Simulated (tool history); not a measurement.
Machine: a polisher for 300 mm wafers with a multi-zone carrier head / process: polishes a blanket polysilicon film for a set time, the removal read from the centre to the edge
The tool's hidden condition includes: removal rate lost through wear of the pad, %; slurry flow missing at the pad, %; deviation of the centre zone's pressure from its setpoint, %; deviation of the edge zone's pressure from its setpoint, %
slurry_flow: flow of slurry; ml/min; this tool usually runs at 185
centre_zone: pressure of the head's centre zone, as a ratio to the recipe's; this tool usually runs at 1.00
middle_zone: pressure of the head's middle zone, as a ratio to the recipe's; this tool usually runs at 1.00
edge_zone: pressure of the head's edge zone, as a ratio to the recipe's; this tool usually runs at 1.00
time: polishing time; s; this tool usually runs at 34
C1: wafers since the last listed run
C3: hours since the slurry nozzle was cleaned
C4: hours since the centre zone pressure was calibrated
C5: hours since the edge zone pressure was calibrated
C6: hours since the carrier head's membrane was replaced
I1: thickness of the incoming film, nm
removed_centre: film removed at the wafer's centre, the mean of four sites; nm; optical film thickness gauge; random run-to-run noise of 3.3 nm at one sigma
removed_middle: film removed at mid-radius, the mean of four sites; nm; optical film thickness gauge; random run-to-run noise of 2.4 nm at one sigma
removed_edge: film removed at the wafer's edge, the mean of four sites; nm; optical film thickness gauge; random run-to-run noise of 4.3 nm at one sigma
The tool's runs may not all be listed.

Run 1, hour 0.0: usual settings; C1 0; wafers polished on this pad 3280; C3 691.1; C4 213.3; C5 377.8; C6 606.1; I1 1591.3. Result: removed_centre 297.8 nm, removed_middle 296.3 nm, removed_edge 285.0 nm.
At hour 12.2: worn pad replaced by a new one.
Run 2, hour 81.9: usual settings; C1 1077; wafers polished on this pad 964; C3 773.0; C4 295.2; C5 459.7; C6 688.0; I1 1542.5. Result: removed_centre 322.7 nm, removed_middle 327.5 nm, removed_edge 320.4 nm.
At hour 158.2: slurry nozzle cleaned.
Run 3, hour 158.7: usual settings; C1 1048; wafers polished on this pad 2012; C3 0.5; C4 372.0; C5 536.5; C6 764.8; I1 1566.1. Result: removed_centre 312.5 nm, removed_middle 312.8 nm, removed_edge 306.3 nm.
At hour 181.5: edge zone pressure recalibrated.
At hour 235.9: worn pad replaced by a new one.
Run 4, hour 249.2: usual settings; C1 1168; wafers polished on this pad 183; C3 91.0; C4 462.5; C5 67.7; C6 855.3; I1 1578.7. Result: removed_centre 331.6 nm, removed_middle 336.3 nm, removed_edge 328.7 nm.
Run 5, hour 327.4: usual settings; C1 1081; wafers polished on this pad 1265; C3 169.2; C4 540.7; C5 145.9; C6 933.5; I1 1539.1. Result: removed_centre 327.9 nm, removed_middle 322.5 nm, removed_edge 314.2 nm.
Run 6, hour 410.3: usual settings but slurry_flow 170 ml/min; C1 1146; wafers polished on this pad 2412; C3 252.1; C4 623.6; C5 228.8; C6 1016.4; I1 1569.5. Result: removed_centre 299.3 nm, removed_middle 302.4 nm, removed_edge 299.1 nm.
Run 7, hour 447.4: usual settings but slurry_flow 170 ml/min; C1 513; wafers polished on this pad 2925; C3 289.2; C4 660.7; C5 265.9; C6 1053.5; I1 1556.3. Result: removed_centre 299.9 nm, removed_middle 299.2 nm, removed_edge 291.5 nm.
Run 8, hour 498.1: usual settings but slurry_flow 170 ml/min; C1 701; wafers polished on this pad 3626; C3 339.9; C4 711.4; C5 316.6; C6 1104.2; I1 1594.7. Result: removed_centre 283.2 nm, removed_middle 289.6 nm, removed_edge 284.6 nm.
At hour 502.3: worn pad replaced by a new one.
Run 9, hour 574.5: usual settings but slurry_flow 170 ml/min; C1 1001; wafers polished on this pad 999; C3 416.3; C4 787.8; C5 393.0; C6 1180.6; I1 1547.6. Result: removed_centre 321.6 nm, removed_middle 322.4 nm, removed_edge 312.6 nm.
Run 10, hour 611.2: usual settings but slurry_flow 170 ml/min; C1 507; wafers polished on this pad 1507; C3 453.0; C4 824.5; C5 429.7; C6 1217.3; I1 1600.9. Result: removed_centre 319.4 nm, removed_middle 317.6 nm, removed_edge 315.3 nm.
Run 11, hour 689.1: usual settings but middle_zone 0.93, time 27 s; C1 1077; wafers polished on this pad 2584; C3 530.9; C4 902.4; C5 507.6; C6 1295.2; I1 1585.3. Result: removed_centre 245.7 nm, removed_middle 230.8 nm, removed_edge 234.8 nm.
At hour 732.3: edge zone pressure recalibrated.
At hour 757.6: worn pad replaced by a new one.
Run 12, hour 774.4: usual settings but centre_zone 1.10, time 46 s; C1 1097; wafers polished on this pad 232; C3 616.2; C4 987.7; C5 42.1; C6 1380.5; I1 1570.9. Result: removed_centre 497.5 nm, removed_middle 454.0 nm, removed_edge 446.5 nm.
At hour 836.3: carrier head's membrane replaced by a new one, of another model than before.
At hour 860.0: slurry nozzle cleaned.
Run 13, hour 881.9: usual settings but centre_zone 1.03, edge_zone 0.95; C1 1404; wafers polished on this pad 1637; C3 21.9; C4 1095.2; C5 149.6; C6 45.6; I1 1596.3. Result: removed_centre 334.8 nm, removed_middle 314.9 nm, removed_edge 304.6 nm.
At hour 915.2: centre zone pressure recalibrated.
Run 14, hour 952.7: usual settings but middle_zone 0.92, edge_zone 0.96, time 38 s; C1 951; wafers polished on this pad 2588; C3 92.7; C4 37.5; C5 220.4; C6 116.4; I1 1568.1. Result: removed_centre 339.0 nm, removed_middle 298.6 nm, removed_edge 325.6 nm.
At hour 973.7: worn pad replaced by a new one.
Run 15, hour 1033.3: usual settings but middle_zone 1.07, time 24 s; C1 1059; wafers polished on this pad 824; C3 173.3; C4 118.1; C5 301.0; C6 197.0; I1 1574.3. Result: removed_centre 229.4 nm, removed_middle 255.3 nm, removed_edge 225.0 nm.
Run 16, hour 1127.3: usual settings but middle_zone 1.03; C1 1300; wafers polished on this pad 2124; C3 267.3; C4 212.1; C5 395.0; C6 291.0; I1 1587.3. Result: removed_centre 311.2 nm, removed_middle 328.8 nm, removed_edge 303.3 nm.
Run 17, hour 1181.4: usual settings but slurry_flow 205 ml/min; C1 748; wafers polished on this pad 2872; C3 321.4; C4 266.2; C5 449.1; C6 345.1; I1 1543.6. Result: removed_centre 303.3 nm, removed_middle 307.8 nm, removed_edge 306.3 nm.

For some of the steps in removed_centre from one run to the next: how much would appear even if the tool had no hidden state, given the settings, what came in and random variation, and how much remains for the hidden state plus any gauge scatter that the measured result and the result without hidden state don't share?
Run 8 -> 9: worn pad replaced by a new one. removed_centre +38.4 nm: hidden state +33.9, all else +4.5.
Run 11 -> 12: centre_zone 1.00 -> 1.10, middle_zone 0.93 -> 1.00, time 27 -> 46, edge zone pressure recalibrated, worn pad replaced by a new one. removed_centre +251.8 nm: hidden state +17.4, all else +234.4.
